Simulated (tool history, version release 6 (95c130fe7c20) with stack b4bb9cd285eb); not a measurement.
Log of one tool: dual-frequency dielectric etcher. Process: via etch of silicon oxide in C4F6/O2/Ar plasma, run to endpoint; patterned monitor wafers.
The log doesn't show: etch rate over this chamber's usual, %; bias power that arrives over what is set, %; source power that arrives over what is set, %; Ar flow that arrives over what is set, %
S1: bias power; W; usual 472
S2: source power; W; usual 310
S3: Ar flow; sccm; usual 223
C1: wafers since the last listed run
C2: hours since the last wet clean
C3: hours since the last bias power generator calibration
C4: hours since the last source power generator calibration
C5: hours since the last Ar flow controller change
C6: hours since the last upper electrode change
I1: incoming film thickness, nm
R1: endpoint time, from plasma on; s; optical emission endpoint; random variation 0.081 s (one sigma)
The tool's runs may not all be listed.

| run | hour | S1 | S2 | S3 | C1 | C2 | C3 | C4 | C5 | C6 | I1 | R1 |
|---|---|---|---|---|---|---|---|---|---|---|---|---|
| 1 | 0.0 | 472 | 310 | 223 | 0 | 339.9 | 3662.8 | 3126.0 | 3948.7 | 3507.3 | 89.2 | 18.8 |
| 2 | 16.0 | 472 | 310 | 223 | 285 | 355.9 | 3678.8 | 3142.0 | 3964.7 | 3523.3 | 89.6 | 19.0 |
| 3 | 32.2 | 472 | 310 | 223 | 289 | 372.1 | 3695.0 | 3158.2 | 3980.9 | 3539.5 | 89.5 | 19.0 |
|  | 57.8 | upper electrode replaced |
|  | 60.8 | source power generator calibrated |
|  | 63.5 | bias power generator calibrated |
| 4 | 64.0 | 472 | 310 | 264 | 38 | 403.9 | 0.5 | 3.2 | 4012.7 | 6.2 | 89.6 | 19.3 |
| 5 | 64.3 | 472 | 310 | 264 | 5 | 404.2 | 0.8 | 3.5 | 4013.0 | 6.5 | 89.0 | 19.3 |
| 6 | 64.6 | 553 | 310 | 223 | 5 | 404.5 | 1.1 | 3.8 | 4013.3 | 6.8 | 89.8 | 18.4 |
| 7 | 71.6 | 553 | 310 | 223 | 124 | 411.5 | 8.1 | 10.8 | 4020.3 | 13.8 | 89.1 | 18.0 |
| 8 | 87.7 | 553 | 310 | 223 | 287 | 427.6 | 24.2 | 26.9 | 4036.4 | 29.9 | 90.2 | 18.4 |
| 9 | 96.4 | 472 | 260 | 223 | 155 | 436.3 | 32.9 | 35.6 | 4045.1 | 38.6 | 89.9 | 21.0 |
|  | 115.8 | Ar flow controller replaced |
|  | 126.7 | wet clean of the chamber |
| 10 | 127.2 | 472 | 310 | 223 | 248 | 0.5 | 63.7 | 66.4 | 11.4 | 69.4 | 89.8 | 18.9 |
| 11 | 127.5 | 472 | 260 | 223 | 5 | 0.8 | 64.0 | 66.7 | 11.7 | 69.7 | 88.8 | 20.9 |
| 12 | 130.7 | 555 | 310 | 223 | 57 | 4.0 | 67.2 | 69.9 | 14.9 | 72.9 | 90.2 | 18.3 |
| 13 | 140.7 | 534 | 350 | 178 | 178 | 14.0 | 77.2 | 79.9 | 24.9 | 82.9 | 90.2 | 17.0 |
| 14 | 155.8 | 434 | 340 | 189 | 269 | 29.1 | 92.3 | 95.0 | 40.0 | 98.0 | 89.6 | 18.4 |
| 15 | 170.9 | 472 | 310 | 223 | 269 | 44.2 | 107.4 | 110.1 | 55.1 | 113.1 | 89.8 | 19.1 |
| 16 | 178.2 | 569 | 250 | 197 | 130 | 51.5 | 114.7 | 117.4 | 62.4 | 120.4 | 89.5 | 20.2 |

5 ways to go on from here, each from the tool as it stands after run 16. What would each give?
| A | 178.6 | 540 | 310 | 223 | 7 | 51.9 | 115.1 | 117.8 | 62.8 | 120.8 | 89.2 | ? |
| B | 178.6 | 565 | 340 | 223 | 7 | 51.9 | 115.1 | 117.8 | 62.8 | 120.8 | 89.2 | ? |
| C | 178.6 | 472 | 310 | 200 | 7 | 51.9 | 115.1 | 117.8 | 62.8 | 120.8 | 89.2 | ? |
| D | 178.6 | 417 | 380 | 205 | 7 | 51.9 | 115.1 | 117.8 | 62.8 | 120.8 | 89.2 | ? |
| E | 178.6 | 588 | 280 | 170 | 7 | 51.9 | 115.1 | 117.8 | 62.8 | 120.8 | 89.2 | ? |

| run | R1 |
|---|---|
| A | 18.4 |
| B | 17.4 |
| C | 18.9 |
| D | 17.6 |
| E | 18.5 |
Without the tool's hidden state the same runs would have given:
| run | R1 |
|---|---|
| A | 18.4 |
| B | 17.4 |
| C | 18.9 |
| D | 17.6 |
| E | 18.5 |
